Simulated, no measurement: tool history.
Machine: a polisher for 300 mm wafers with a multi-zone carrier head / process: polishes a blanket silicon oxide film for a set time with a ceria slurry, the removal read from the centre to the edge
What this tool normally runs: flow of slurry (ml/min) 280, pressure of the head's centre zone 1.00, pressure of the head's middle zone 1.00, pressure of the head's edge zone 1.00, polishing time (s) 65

run	hour	flow of slurry (ml/min)	pressure of the head's centre zone	pressure of the head's middle zone	pressure of the head's edge zone	polishing time (s)	wafers since the last listed run	wafers polished on this pad	hours since the slurry nozzle was cleaned	hours since the centre zone pressure was calibrated	hours since the edge zone pressure was calibrated	hours since the carrier head's membrane was replaced	incoming thickness of the incoming film, nm	film removed at the wafer's centre (nm)	film removed at mid-radius (nm)	film removed at the wafer's edge (nm)
1	0.0	280	1.00	1.00	1.00	50	0	5487	678.6	355.2	720.3	232.5	1428.7	194.3	197.9	196.8
2	72.8	280	1.00	1.00	1.00	87	875	6362	751.4	428.0	793.1	305.3	1426.2	335.2	336.1	337.0
3	144.2	280	1.12	1.00	1.08	65	858	7221	822.8	499.4	864.5	376.7	1443.4	267.9	256.3	261.3
# hour 167.5: slurry nozzle cleaned
# hour 183.8: worn pad replaced by a new one
# hour 200.8: edge zone pressure recalibrated
4	218.5	365	1.00	1.00	0.95	55	809	393	51.0	573.7	17.7	451.0	1427.4	231.1	228.9	223.9
5	289.6	320	0.89	1.00	0.96	48	855	1248	122.1	644.8	88.8	522.1	1418.4	177.1	198.5	194.2
# hour 291.7: centre zone pressure recalibrated
6	330.4	280	1.00	1.00	1.00	65	466	1715	162.9	38.7	129.6	562.9	1428.3	264.8	267.3	258.4
7	424.6	180	1.00	1.00	1.10	65	1132	2848	257.1	132.9	223.8	657.1	1389.8	244.4	247.3	255.5
8	485.8	325	1.00	1.00	1.11	65	735	3584	318.3	194.1	285.0	718.3	1443.6	265.7	272.1	269.6
9	585.6	195	1.00	1.09	1.00	65	1200	4784	418.1	293.9	384.8	818.1	1429.9	248.1	273.0	248.3
10	651.1	280	1.00	1.00	1.00	65	787	5571	483.6	359.4	450.3	883.6	1431.6	257.7	264.4	258.3
11	688.5	280	1.00	1.00	1.04	65	449	6021	521.0	396.8	487.7	921.0	1434.7	264.6	259.6	261.8
12	734.9	280	0.92	1.00	0.93	86	557	6579	567.4	443.2	534.1	967.4	1425.3	313.6	344.7	332.1
13	780.9	280	1.00	1.00	1.11	76	553	7132	613.4	489.2	580.1	1013.4	1432.0	300.6	303.2	309.4
14	884.4	280	1.00	1.00	1.00	65	1244	8377	716.9	592.7	683.6	1116.9	1390.8	248.9	256.5	252.8
# hour 926.8: centre zone pressure recalibrated
# hour 945.2: slurry nozzle cleaned
15	988.1	280	1.04	1.00	1.08	65	1210	9588	42.9	61.3	787.3	1220.6	1414.4	273.0	267.4	272.9
# hour 999.3: worn pad replaced by a new one
# hour 1026.8: edge zone pressure recalibrated
16	1072.4	215	1.00	0.96	1.00	65	941	855	127.2	145.6	45.6	1304.9	1397.6	251.8	248.4	253.1
17	1114.9	280	1.09	1.04	1.04	47	511	1366	169.7	188.1	88.1	1347.4	1432.9	205.0	198.9	190.9
18	1151.3	250	1.05	0.97	1.00	65	437	1804	206.1	224.5	124.5	1383.8	1405.0	268.7	257.5	256.7
19	1231.7	280	1.00	0.96	1.00	65	966	2770	286.5	304.9	204.9	1464.2	1409.1	258.9	259.3	258.9
# hour 1386.9: carrier head's membrane replaced by a new one
20	1426.1	245	0.95	1.00	1.06	65	2277	5048	480.9	499.3	399.3	39.2	1433.5	244.1	259.6	258.3
# hour 1654.1: centre zone pressure recalibrated
# hour 1687.8: worn pad replaced by a new one
21	1701.6	280	1.00	1.00	1.00	65	3240	166	756.4	47.5	674.8	314.7	1426.4	244.4	254.4	252.8
22	1786.2	345	1.00	1.00	0.91	65	1017	1183	841.0	132.1	759.4	399.3	1440.2	252.6	253.8	244.0
23	1868.9	280	1.00	1.09	1.00	74	994	2178	923.7	214.8	842.1	482.0	1433.3	266.6	290.2	273.4

Forecast each of these 3 alternatives for the next run:
A	1869.4	280	1.00	0.92	1.00	65	6	2184	924.2	215.3	842.6	482.5	1409.6	?	?	?
B	1869.4	375	1.00	0.90	1.00	72	6	2184	924.2	215.3	842.6	482.5	1409.6	?	?	?
C	1869.4	280	1.00	1.06	1.00	65	6	2184	924.2	215.3	842.6	482.5	1409.6	?	?	?

run	film removed at the wafer's centre (nm)	film removed at mid-radius (nm)	film removed at the wafer's edge (nm)
A	232.5	218.1	239.3
B	275.0	251.5	276.6
C	232.7	245.7	238.8
Had the tool no hidden state, the same runs would have come out as:
run	film removed at the wafer's centre (nm)	film removed at mid-radius (nm)	film removed at the wafer's edge (nm)
A	264.0	244.4	260.2
B	301.7	273.5	294.7
C	264.3	275.3	259.7
